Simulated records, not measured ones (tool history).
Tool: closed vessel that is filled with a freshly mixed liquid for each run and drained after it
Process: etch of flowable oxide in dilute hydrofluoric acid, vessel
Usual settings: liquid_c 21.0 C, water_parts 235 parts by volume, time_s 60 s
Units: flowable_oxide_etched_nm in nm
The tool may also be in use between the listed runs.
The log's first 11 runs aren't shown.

run	hour	liquid_c	water_parts	time_s	read-back film thickness of the flowable oxide reference wafer, read on the same gauge (nm)	flowable_oxide_etched_nm
# hour 677.1: hydrofluoric acid flow meter replaced
12	731.9	21.0	235	60	80.01	10.75
13	761.1	21.0	140	60	80.07	19.91
14	801.3	21.0	235	75	80.01	13.47
15	870.9	21.0	235	75	80.01	13.29
16	933.2	21.0	345	60	80.05	6.48
17	1003.5	17.0	235	90	79.98	13.70
# hour 1009.5: thermometer replaced
18	1050.1	17.0	235	40	79.98	6.05
19	1091.0	22.5	160	30	79.96	8.92
20	1117.0	21.0	320	60	80.06	7.15
21	1156.5	21.0	235	60	80.04	10.55
22	1198.2	21.0	150	60	79.97	18.14
23	1226.0	17.0	330	60	79.96	5.87
24	1276.5	25.5	155	75	80.02	25.92

Run 25 comes next. What will it give?
25	1341.3	25.5	170	40	?	?

Run 25 gave read-back film thickness of the flowable oxide reference wafer, read on the same gauge (nm) 79.99, flowable_oxide_etched_nm 12.19 nm.
Without the tool's hidden state the same run would have given flowable_oxide_etched_nm 12.56 nm.
